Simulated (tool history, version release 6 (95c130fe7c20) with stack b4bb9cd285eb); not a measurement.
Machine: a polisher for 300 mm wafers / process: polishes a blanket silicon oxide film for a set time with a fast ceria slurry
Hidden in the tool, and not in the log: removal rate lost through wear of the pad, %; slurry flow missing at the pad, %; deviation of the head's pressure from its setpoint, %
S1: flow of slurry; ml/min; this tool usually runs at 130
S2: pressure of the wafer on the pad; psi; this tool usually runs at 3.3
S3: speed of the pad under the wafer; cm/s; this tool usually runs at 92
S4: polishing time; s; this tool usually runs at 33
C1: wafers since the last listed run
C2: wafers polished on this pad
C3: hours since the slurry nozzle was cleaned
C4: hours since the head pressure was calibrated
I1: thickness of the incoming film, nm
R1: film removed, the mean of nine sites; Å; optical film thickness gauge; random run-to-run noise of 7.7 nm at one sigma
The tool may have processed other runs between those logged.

run      day   S1   S2   S3  S4    C1    C2     C3      C4      I1     R1
  1    0.000  130  3.3   92  33     0   382  464.5   350.8  3238.6   5561
  2    2.721  130  3.3   92  33   737  1119  529.8   416.1  3196.9   5363
  3    6.658  130  3.3   92  33  1066  2186  624.3   510.6  3246.0   5205
      11.254  -- slurry nozzle cleaned
  4   15.133  130  3.3   92  33  2285  4471   93.1   714.0  3228.0   5986
  5   19.604  105  3.3   92  33  1211  5682  200.4   821.3  3146.7   5507
      21.217  -- worn pad replaced by a new one
  6   21.238  105  3.3   92  33   397     5  239.6   860.5  3166.9   5438
  7   25.133  130  3.3   92  37  1055  1060  333.1   954.0  3209.9   6460
  8   27.967  130  3.3   92  37   767  1828  401.1  1022.0  3123.8   6465
      32.642  -- head pressure recalibrated
  9   34.612  130  3.3   92  37  1778  3606  560.6    47.3  3159.6   6149
 10   37.421  130  3.3   92  33   760  4367  628.0   114.7  3134.6   5324
 11   39.092  130  3.3   92  33   452  4820  668.1   154.8  3156.9   5363
      40.092  -- worn pad replaced by a new one
 12   42.304  110  3.3   92  33   825   598  745.2   231.9  3177.8   4989
 13   45.129  110  3.3   92  33   765  1364  813.0   299.7  3142.6   4876
 14   47.612  140  3.3   92  33   672  2037  872.6   359.3  3195.4   5302
      49.454  -- slurry nozzle cleaned
 15   50.021  140  3.3   92  33   641  2678   13.6   417.1  3140.9   6056
 16   54.367  140  3.3   92  33  1177  3856  117.9   521.4  3194.7   5963
 17   58.196  130  3.3   92  33  1037  4893  209.8   613.3  3139.1   5814
 18   59.900  130  3.3   92  39   461  5355  250.7   654.2  3218.7   6818
 19   62.658  130  3.3   92  33   747  6102  316.9   720.4  3211.4   5616
      63.683  -- worn pad replaced by a new one
 20   71.658  130  3.9   62  33  2393  2160  532.9   936.4  3184.4   4316
 21   75.058  130  3.3   62  33   921  3081  614.5  1018.0  3138.7   3754
 22   78.829  110  4.3  122  40  1021  4103  705.0  1108.5  3182.9  10505
      80.912  -- head pressure recalibrated
 23   81.000  130  3.3   92  33   565  4668  757.1     2.1  3128.8   5236
      82.779  -- slurry nozzle cleaned
 24   83.317  110  3.3   62  42   616  5285   12.9    57.7  3148.7   4988
 25   85.358   95  3.3   60  23   553  5838   61.9   106.7  3239.6   2472
      86.438  -- worn pad replaced by a new one
 26   88.750  130  3.3   92  33   873   626  143.3   188.1  3229.2   5848
 27   90.992  160  4.2   92  37   607  1234  197.1   241.9  3206.6   8477
 28   93.138  130  2.9  106  36   581  1815  248.6   293.4  3151.5   6437
 29   96.292  110  2.9   92  33   854  2670  324.3   369.1  3170.4   4815
 30   98.158  160  4.3   78  41   505  3176  369.1   413.9  3144.4   8394
 31  101.492  130  3.3   82  33   903  4079  449.1   493.9  3177.0   5030
 32  103.675  130  2.9   92  24   591  4670  501.5   546.3  3146.0   3570
 33  108.033  130  3.3   66  33  1180  5851  606.1   650.9  3162.4   3887

Some steps in R1 between neighbouring runs. How much of each would the tool show without its hidden state too (settings, what came in, random variation), and how much is left for the hidden state, with any gauge scatter that isn't in both results?
Run 14 -> 15: slurry nozzle cleaned. R1 +754 Å: hidden state +834, all else -80.
Run 21 -> 22: S1 130 -> 110, S2 3.3 -> 4.3, S3 62 -> 122, S4 33 -> 40. R1 +6751 Å: hidden state -1278, all else +8029.
Run 22 -> 23: S1 110 -> 130, S2 4.3 -> 3.3, S3 122 -> 92, S4 40 -> 33, head pressure recalibrated. R1 -5269 Å: hidden state +898, all else -6167.
Run 29 -> 30: S1 110 -> 160, S2 2.9 -> 4.3, S3 92 -> 78, S4 33 -> 41. R1 +3579 Å: hidden state -107, all else +3686.
